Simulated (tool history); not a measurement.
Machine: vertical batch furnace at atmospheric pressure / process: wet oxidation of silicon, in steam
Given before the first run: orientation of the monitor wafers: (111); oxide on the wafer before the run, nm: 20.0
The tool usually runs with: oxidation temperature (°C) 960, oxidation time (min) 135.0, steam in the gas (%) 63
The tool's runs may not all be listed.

run	hour	oxidation temperature (°C)	oxidation time (min)	steam in the gas (%)	read-back reference wafer on the same gauge, thickness	oxide thickness on the monitor wafer (angstrom)
1	0.0	960	135.0	63	498.98	4945.4
2	66.9	960	135.0	63	498.89	4922.3
3	95.8	960	135.0	63	499.25	4915.1
4	156.5	960	135.0	63	498.68	4924.7
5	212.3	960	135.0	63	499.09	4891.3
# hour 274.7: steam generator serviced
6	282.8	960	135.0	63	498.70	5156.2
# hour 341.7: thermocouples replaced and temperature profile calibrated
7	342.2	960	135.0	63	499.32	4977.4
8	359.9	960	135.0	63	498.77	4984.6
# hour 364.3: gauge calibrated
9	422.7	936	112.0	53	498.80	3331.2
10	470.6	948	135.0	68	498.94	4852.6
11	534.4	979	104.0	67	499.32	4936.7
12	580.1	960	135.0	72	499.13	5425.4
13	628.1	960	135.0	73	498.80	5459.6
14	757.2	960	135.0	63	498.81	4985.8
15	812.4	960	135.0	63	498.90	4973.3

Branching from run 15: 5 alternative next runs. What would each branch give?
A	817.9	960	135.0	63	?	?
B	817.9	984	104.5	63	?	?
C	817.9	960	169.0	54	?	?
D	817.9	951	70.5	63	?	?
E	817.9	951	162.0	74	?	?

run	read-back reference wafer on the same gauge, thickness	oxide thickness on the monitor wafer (angstrom)
A	498.93	4969.4
B	498.93	4892.0
C	498.93	5195.9
D	498.93	3044.5
E	498.93	5836.3
Had the tool no hidden state, the same runs would have come out as:
run	oxide thickness on the monitor wafer (angstrom)
A	4973.8
B	4897.6
C	5200.7
D	3045.3
E	5841.8

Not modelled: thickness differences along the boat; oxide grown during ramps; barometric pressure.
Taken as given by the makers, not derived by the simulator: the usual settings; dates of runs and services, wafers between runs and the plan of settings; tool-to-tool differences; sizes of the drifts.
